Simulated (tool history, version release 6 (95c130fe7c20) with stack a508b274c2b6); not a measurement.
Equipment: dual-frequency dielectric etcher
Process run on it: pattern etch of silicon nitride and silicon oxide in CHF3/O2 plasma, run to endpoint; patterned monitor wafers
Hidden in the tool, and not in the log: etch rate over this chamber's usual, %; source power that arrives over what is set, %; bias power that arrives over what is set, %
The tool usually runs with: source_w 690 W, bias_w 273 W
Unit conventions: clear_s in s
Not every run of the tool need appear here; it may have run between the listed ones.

| run | hour | source_w | bias_w | wafers since the last listed run | hours since the last wet clean | hours since the last source power generator calibration | hours since the last bias power generator calibration | hours since the last upper electrode change | incoming incoming film thickness, nm | clear_s |
|---|---|---|---|---|---|---|---|---|---|---|
| 1 | 0.0 | 690 | 273 | 0 | 203.8 | 3055.7 | 2191.2 | 4568.0 | 300.9 | 163.0 |
| 2 | 61.1 | 690 | 273 | 441 | 264.9 | 3116.8 | 2252.3 | 4629.1 | 301.9 | 162.9 |
| 3 | 109.6 | 690 | 273 | 350 | 313.4 | 3165.3 | 2300.8 | 4677.6 | 297.0 | 159.7 |
| 4 | 161.7 | 690 | 273 | 376 | 365.5 | 3217.4 | 2352.9 | 4729.7 | 298.7 | 161.1 |
| 5 | 198.6 | 690 | 273 | 266 | 402.4 | 3254.3 | 2389.8 | 4766.6 | 300.4 | 161.5 |
| 6 | 230.8 | 690 | 273 | 232 | 434.6 | 3286.5 | 2422.0 | 4798.8 | 299.7 | 162.2 |
| 7 | 301.9 | 690 | 273 | 513 | 505.7 | 3357.6 | 2493.1 | 4869.9 | 301.1 | 161.8 |
| 8 | 344.8 | 690 | 298 | 309 | 548.6 | 3400.5 | 2536.0 | 4912.8 | 300.6 | 154.5 |
|  | 396.0 | wet clean of the chamber |
| 9 | 404.9 | 690 | 298 | 260 | 8.9 | 3460.6 | 2596.1 | 4972.9 | 301.5 | 156.3 |
| 10 | 453.7 | 740 | 273 | 352 | 57.7 | 3509.4 | 2644.9 | 5021.7 | 303.7 | 156.9 |
| 11 | 519.9 | 810 | 273 | 478 | 123.9 | 3575.6 | 2711.1 | 5087.9 | 300.7 | 148.3 |
| 12 | 569.2 | 810 | 273 | 356 | 173.2 | 3624.9 | 2760.4 | 5137.2 | 300.4 | 147.6 |
| 13 | 615.8 | 810 | 273 | 336 | 219.8 | 3671.5 | 2807.0 | 5183.8 | 301.1 | 147.3 |
| 14 | 668.9 | 690 | 273 | 383 | 272.9 | 3724.6 | 2860.1 | 5236.9 | 303.2 | 162.4 |
|  | 718.1 | upper electrode replaced |
|  | 730.2 | source power generator calibrated |
| 15 | 740.4 | 690 | 246 | 314 | 344.4 | 10.2 | 2931.6 | 22.3 | 298.5 | 167.1 |
| 16 | 801.9 | 690 | 248 | 444 | 405.9 | 71.7 | 2993.1 | 83.8 | 299.3 | 169.0 |
|  | 816.9 | bias power generator calibrated |
| 17 | 848.1 | 610 | 310 | 304 | 452.1 | 117.9 | 31.2 | 130.0 | 299.0 | 164.4 |
|  | 954.7 | wet clean of the chamber |
| 18 | 978.3 | 690 | 239 | 767 | 23.6 | 248.1 | 161.4 | 260.2 | 302.7 | 173.3 |
| 19 | 1018.1 | 690 | 273 | 287 | 63.4 | 287.9 | 201.2 | 300.0 | 300.7 | 161.3 |
| 20 | 1054.3 | 770 | 224 | 261 | 99.6 | 324.1 | 237.4 | 336.2 | 299.8 | 164.3 |
| 21 | 1101.2 | 690 | 273 | 338 | 146.5 | 371.0 | 284.3 | 383.1 | 300.2 | 162.1 |
| 22 | 1158.5 | 690 | 273 | 413 | 203.8 | 428.3 | 341.6 | 440.4 | 303.2 | 164.6 |
| 23 | 1185.9 | 830 | 243 | 197 | 231.2 | 455.7 | 369.0 | 467.8 | 300.7 | 153.8 |
| 24 | 1247.6 | 690 | 273 | 445 | 292.9 | 517.4 | 430.7 | 529.5 | 299.8 | 160.9 |
| 25 | 1281.5 | 690 | 273 | 244 | 326.8 | 551.3 | 464.6 | 563.4 | 299.9 | 160.8 |

Forecast run 26:
| 26 | 1340.9 | 690 | 291 | 429 | 386.2 | 610.7 | 524.0 | 622.8 | 302.8 | ? |

Run 26 measured clear_s 157.7 s.
On a tool with no hidden condition, and with the same random variation, this run would have come out at clear_s 157.7 s.
